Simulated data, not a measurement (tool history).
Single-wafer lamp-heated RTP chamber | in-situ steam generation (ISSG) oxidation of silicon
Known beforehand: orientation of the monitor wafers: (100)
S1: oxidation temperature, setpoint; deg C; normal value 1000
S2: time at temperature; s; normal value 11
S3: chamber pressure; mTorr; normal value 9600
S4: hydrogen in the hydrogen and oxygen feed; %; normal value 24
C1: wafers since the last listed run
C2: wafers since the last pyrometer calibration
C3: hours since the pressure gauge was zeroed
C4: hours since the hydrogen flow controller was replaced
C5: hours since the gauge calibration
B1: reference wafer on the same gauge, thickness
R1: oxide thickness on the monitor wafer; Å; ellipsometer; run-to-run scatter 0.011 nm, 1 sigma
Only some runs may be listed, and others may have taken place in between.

run	hour	S1	S2	S3	S4	C1	C2	C3	C4	C5	B1	R1
1	0	988	11	9600	24	0	5611	2071.8	2477.4	244.4	4.199	42.25
2	14.6	1000	11	9600	24	117	5729	2086.4	2492	259	4.203	43.98
3	30.6	1000	11	9600	24	129	5858	2102.4	2508	275	4.203	43.95
4	50.6	1000	11	9600	28	161	6020	2122.4	2528	295	4.198	45.67
5	58.9	1000	11	9600	24	67	6087	2130.7	2536.3	303.3	4.2	44.21
6	71.5	1000	9	10200	24	101	6189	2143.3	2548.9	315.9	4.204	39.9
7	89.3	1000	11	10100	24	143	6332	2161.1	2566.7	333.7	4.198	43.56
8	98.8	994	11	9600	24	76	6409	2170.6	2576.2	343.2	4.2	43.13
9	111.2	994	11	9600	24	100	6509	2183	2588.6	355.6	4.2	43.48
10	125.9	1000	11	9100	24	118	6628	2197.7	2603.3	370.3	4.199	44.73
11	140.6	1000	11	9600	18	118	6747	2212.4	2618	385	4.204	41.46
12	156.6	1000	11	9600	18	129	6876	2228.4	2634	401	4.202	41.32
13	166.6	1000	11	9600	24	80	6957	2238.4	2644	411	4.2	44.25
# hour 174: gauge calibrated
14	176.1	1000	13	10000	24	76	7033	2247.9	2653.5	2.1	4.195	47.6
# hour 192: pressure gauge zeroed
15	192.5	1000	12	8900	28	67	7101	0.5	2669.9	18.5	4.199	48.75
16	202.7	1000	11	9600	24	82	7183	10.7	2680.1	28.7	4.202	44.61
17	214.6	1000	11	9600	18	96	7280	22.6	2692	40.6	4.203	41.53
# hour 227: pyrometer window cleaned and pyrometer calibrated
18	227.5	1000	11	9600	24	39	4	35.5	2704.9	53.5	4.202	43.17
19	237.6	1018	11	9100	20	81	85	45.6	2715	63.6	4.201	44.28
# hour 288.5: hydrogen flow controller replaced
20	289	1000	11	9600	24	350	436	97	0.5	115	4.196	43.17
21	301	1000	10	9100	24	96	533	109	12.5	127	4.202	41.95
22	344.1	1000	11	8900	24	348	881	152.1	55.6	170.1	4.198	43.67
23	354.8	1000	8	9600	21	86	967	162.8	66.3	180.8	4.202	36.59
24	379.7	1000	11	9600	24	201	1168	187.7	91.2	205.7	4.199	43.34
25	391.3	989	9	9600	24	93	1262	199.3	102.8	217.3	4.2	38.53
26	401.5	1000	11	9600	29	82	1344	209.5	113	227.5	4.201	45.24
27	410.6	1000	11	10200	24	73	1418	218.6	122.1	236.6	4.199	42.66

Hidden condition of the tool, last listed run before each entry between runs versus first listed run after:
Run 13 -> run 14: gauge calibrated (hour 174)
  true wafer temperature minus pyrometer reading, K: 8.77 -> 8.96
  measured less the result without the state, R1: +1.32 -> +1.54 Å
Run 14 -> run 15: pressure gauge zeroed (hour 192)
  true wafer temperature minus pyrometer reading, K: 8.96 -> 9.29
  measured less the result without the state, R1: +1.54 -> +1.59 Å
Run 17 -> run 18: pyrometer window cleaned and pyrometer calibrated (hour 227)
  true wafer temperature minus pyrometer reading, K: 9.75 -> 0.383
  measured less the result without the state, R1: +1.38 -> +0.06 Å
Run 19 -> run 20: hydrogen flow controller replaced (hour 288.5)
  true wafer temperature minus pyrometer reading, K: 0.384 -> 0.427
  measured less the result without the state, R1: +0.07 -> +0.06 Å
